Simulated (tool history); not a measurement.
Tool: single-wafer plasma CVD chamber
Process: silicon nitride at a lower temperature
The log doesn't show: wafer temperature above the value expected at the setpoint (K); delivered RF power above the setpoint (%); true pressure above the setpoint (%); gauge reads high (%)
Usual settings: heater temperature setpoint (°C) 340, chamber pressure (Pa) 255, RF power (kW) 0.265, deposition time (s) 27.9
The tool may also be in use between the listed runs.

run     day  heater temperature setpoint (°C)  chamber pressure (Pa)  RF power (kW)  deposition time (s)  wafers since the last listed run  hours since the last thermocouple change  hours since the last RF generator calibration  hours since the last manometer calibration  hours since the showerhead was replaced  hours since the gauge calibration  read-back reference wafer on the same gauge, thickness_nm  mean film thickness on the monitor wafer (Å)
  1       0                               336                    255          0.265                 27.9                                 0                                     573.7                                         1161.1                                        1721                                   1824.2                                494                                                     35.521                                        308.93
  2   1.821                               336                    255          0.265                 27.9                               988                                     617.4                                         1204.8                                      1764.7                                   1867.9                              537.7                                                     35.505                                        307.79
      3.283  -- RF generator calibrated
  3   5.938                               340                    271          0.265                 27.9                              2054                                     716.2                                           63.7                                      1863.5                                   1966.7                              636.5                                                     35.495                                        321.06
      6.475  -- capacitance manometer re-zeroed and calibrated
  4   9.408                               340                    255          0.265                 27.9                              1703                                     799.5                                            147                                        70.4                                     2050                              719.8                                                     35.504                                         314.5
  5  12.192                               340                    255           0.31                 27.9                              1511                                     866.3                                          213.8                                       137.2                                   2116.8                              786.6                                                     35.522                                        355.22
  6  14.283                               351                    255          0.265                 27.9                              1135                                     916.5                                            264                                       187.4                                     2167                              836.8                                                     35.489                                        311.26
  7  17.321                               349                    224            0.3                 25.6                              1649                                     989.4                                          336.9                                       260.3                                   2239.9                              909.7                                                       35.5                                        307.41
  8  19.788                               340                    255          0.265                 27.9                              1339                                    1048.6                                          396.1                                       319.5                                   2299.1                              968.9                                                     35.506                                        311.08
  9  23.271                               340                    255          0.265                 27.9                              1891                                    1132.2                                          479.7                                       403.1                                   2382.7                             1052.5                                                     35.496                                        308.62
     23.825  -- showerhead replaced
 10  25.204                               326                    204          0.265                 29.4                               868                                    1178.6                                          526.1                                       449.5                                     33.1                             1098.9                                                     35.513                                        311.67
 11  32.479                               355                    211          0.265                   26                              3949                                    1353.2                                          700.7                                       624.1                                    207.7                             1273.5                                                     35.511                                        273.57
 12  34.938                               340                    255          0.265                 27.9                              1334                                    1412.2                                          759.7                                       683.1                                    266.7                             1332.5                                                     35.533                                        307.17
 13  36.846                               329                    293           0.28                 30.4                              1036                                      1458                                          805.5                                       728.9                                    312.5                             1378.3                                                     35.488                                        364.06
 14  41.083                               340                    255          0.265                 27.9                              2300                                    1559.7                                          907.2                                       830.6                                    414.2                               1480                                                     35.492                                        308.44
 15  47.146                               340                    255          0.265                 27.9                              3291                                    1705.2                                         1052.7                                       976.1                                    559.7                             1625.5                                                     35.511                                        308.32
 16  50.221                               326                    197          0.235                 33.4                              1669                                      1779                                         1126.5                                      1049.9                                    633.5                             1699.3                                                     35.487                                        315.12
 17  52.679                               335                    255          0.265                 23.9                              1334                                      1838                                         1185.5                                      1108.9                                    692.5                             1758.3                                                     35.523                                        263.65
 18  55.021                               349                    224            0.3                 25.6                              1271                                    1894.2                                         1241.7                                      1165.1                                    748.7                             1814.5                                                     35.503                                        302.95
     55.558  -- RF generator calibrated
 19  58.796                               332                    208          0.265                 32.9                              1868                                    1984.8                                           77.7                                      1255.7                                    839.3                             1905.1                                                     35.516                                        357.13
 20  62.062                               334                    255          0.265                 27.9                              1773                                    2063.2                                          156.1                                      1334.1                                    917.7                             1983.5                                                     35.493                                        316.53
 21  65.583                               340                    255          0.315                 27.9                              1911                                    2147.7                                          240.6                                      1418.6                                   1002.2                               2068                                                     35.497                                        359.48
 22  68.171                               340                    232            0.3                 25.7                              1404                                    2209.8                                          302.7                                      1480.7                                   1064.3                             2130.1                                                     35.506                                        310.59
 23  70.308                               340                    255          0.235                 27.9                              1160                                    2261.1                                            354                                        1532                                   1115.6                             2181.4                                                     35.496                                        279.73
 24  72.242                               346                    201           0.22                 25.2                              1049                                    2307.5                                          400.4                                      1578.4                                     1162                             2227.8                                                     35.519                                        224.23
 25  75.675                               334                    255            0.3                 26.2                              1864                                    2389.9                                          482.8                                      1660.8                                   1244.4                             2310.2                                                     35.504                                        322.83
 26  78.683                               340                    255          0.265                 27.9                              1633                                    2462.1                                            555                                        1733                                   1316.6                             2382.4                                                     35.516                                        309.43
     79.042  -- gauge calibrated
     80.288  -- capacitance manometer re-zeroed and calibrated
 27  81.746                               340                    255          0.265                 27.9                              1481                                    2535.6                                          628.5                                          35                                   1390.1                               64.9                                                     35.477                                        310.01
 28  84.175                               340                    255          0.265                 29.1                              1318                                    2593.9                                          686.8                                        93.3                                   1448.4                              123.2                                                     35.504                                         321.2
     86.054  -- thermocouple changed; heater temperature recalibrated
 29  88.008                               340                    255          0.265                 27.9                              1900                                      46.9                                          778.8                                       185.3                                   1540.4                              215.2                                                     35.526                                        308.53

3 ways to go on from here, each from the tool as it stands after run 29. What would each give?
  A  88.025                               340                    255          0.265                 30.8                                 9                                      47.3                                          779.2                                       185.7                                   1540.8                              215.6                                                          ?                                             ?
  B  88.025                               340                    317           0.22                 24.2                                 9                                      47.3                                          779.2                                       185.7                                   1540.8                              215.6                                                          ?                                             ?
  C  88.025                               354                    309          0.305                 27.9                                 9                                      47.3                                          779.2                                       185.7                                   1540.8                              215.6                                                          ?                                             ?

run  read-back reference wafer on the same gauge, thickness_nm  mean film thickness on the monitor wafer (Å)
  A                                                     35.477                                        340.32
  B                                                     35.477                                        238.27
  C                                                     35.477                                        359.24
Without the tool's hidden state the same runs would have given:
run  mean film thickness on the monitor wafer (Å)
  A                                        350.82
  B                                        245.98
  C                                        369.65

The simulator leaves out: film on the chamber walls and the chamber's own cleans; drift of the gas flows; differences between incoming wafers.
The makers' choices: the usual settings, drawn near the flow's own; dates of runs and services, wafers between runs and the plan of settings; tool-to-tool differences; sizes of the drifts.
